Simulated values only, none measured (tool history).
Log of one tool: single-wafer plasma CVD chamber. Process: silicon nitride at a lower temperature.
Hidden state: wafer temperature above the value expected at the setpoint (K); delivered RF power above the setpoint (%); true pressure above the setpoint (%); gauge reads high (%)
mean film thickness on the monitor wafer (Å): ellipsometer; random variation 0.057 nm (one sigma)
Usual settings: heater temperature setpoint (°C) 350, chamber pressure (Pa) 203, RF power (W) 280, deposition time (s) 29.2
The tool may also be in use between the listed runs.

run,hour,heater temperature setpoint (°C),chamber pressure (Pa),RF power (W),deposition time (s),wafers since the last listed run,hours since the last thermocouple change,hours since the last RF generator calibration,hours since the last manometer calibration,hours since the showerhead was replaced,hours since the gauge calibration,"read-back reference wafer on the same gauge, thickness_nm",mean film thickness on the monitor wafer (Å)
1,0.0,350,203,280,29.2,0,2137.1,1303.6,2416.2,4074.8,34.4,36.705,319.10
2,6.1,350,203,280,29.2,101,2143.2,1309.7,2422.3,4080.9,40.5,36.700,318.39
3,15.5,350,203,280,29.2,157,2152.6,1319.1,2431.7,4090.3,49.9,36.684,318.31
4,28.3,350,203,280,33.4,213,2165.4,1331.9,2444.5,4103.1,62.7,36.702,364.81
5,38.5,350,203,280,33.4,170,2175.6,1342.1,2454.7,4113.3,72.9,36.705,364.74
6,53.2,350,203,280,29.2,245,2190.3,1356.8,2469.4,4128.0,87.6,36.715,317.70
7,62.5,350,203,280,29.2,155,2199.6,1366.1,2478.7,4137.3,96.9,36.723,318.07
8,73.2,350,203,280,29.2,178,2210.3,1376.8,2489.4,4148.0,107.6,36.689,318.21
9,87.9,350,203,280,29.2,245,2225.0,1391.5,2504.1,4162.7,122.3,36.681,318.08
10,97.9,350,181,280,29.2,167,2235.0,1401.5,2514.1,4172.7,132.3,36.698,309.97
11,112.0,362,203,245,33.7,235,2249.1,1415.6,2528.2,4186.8,146.4,36.714,334.72
12,124.6,350,203,230,29.2,210,2261.7,1428.2,2540.8,4199.4,159.0,36.675,278.65
# hour 132.2: gauge calibrated
# hour 132.8: thermocouple changed; heater temperature recalibrated
# hour 134.4: RF generator calibrated
# hour 144.0: capacitance manometer re-zeroed and calibrated
# hour 146.8: showerhead replaced
13,147.3,350,203,280,29.2,36,14.5,12.9,3.3,0.5,15.1,36.710,336.75
14,183.6,354,203,280,29.2,606,50.8,49.2,39.6,36.8,51.4,36.681,336.20
15,192.1,350,172,260,29.2,142,59.3,57.7,48.1,45.3,59.9,36.699,310.32
16,199.1,340,203,280,29.2,116,66.3,64.7,55.1,52.3,66.9,36.721,337.57
17,207.0,346,167,280,31.0,132,74.2,72.6,63.0,60.2,74.8,36.707,342.59
18,218.7,359,167,280,29.2,195,85.9,84.3,74.7,71.9,86.5,36.707,321.93

Some steps in mean film thickness on the monitor wafer (Å) between neighbouring runs. How much of each would the tool show without its hidden state too (settings, what came in, random variation), and how much is left for the hidden state, with any gauge scatter that isn't in both results?
Run 12 -> 13: RF power (W) 230 -> 280, gauge calibrated, thermocouple changed; heater temperature recalibrated, RF generator calibrated, capacitance manometer re-zeroed and calibrated, showerhead replaced. mean film thickness on the monitor wafer (Å) +58.10: hidden state +18.07, all else +40.03.
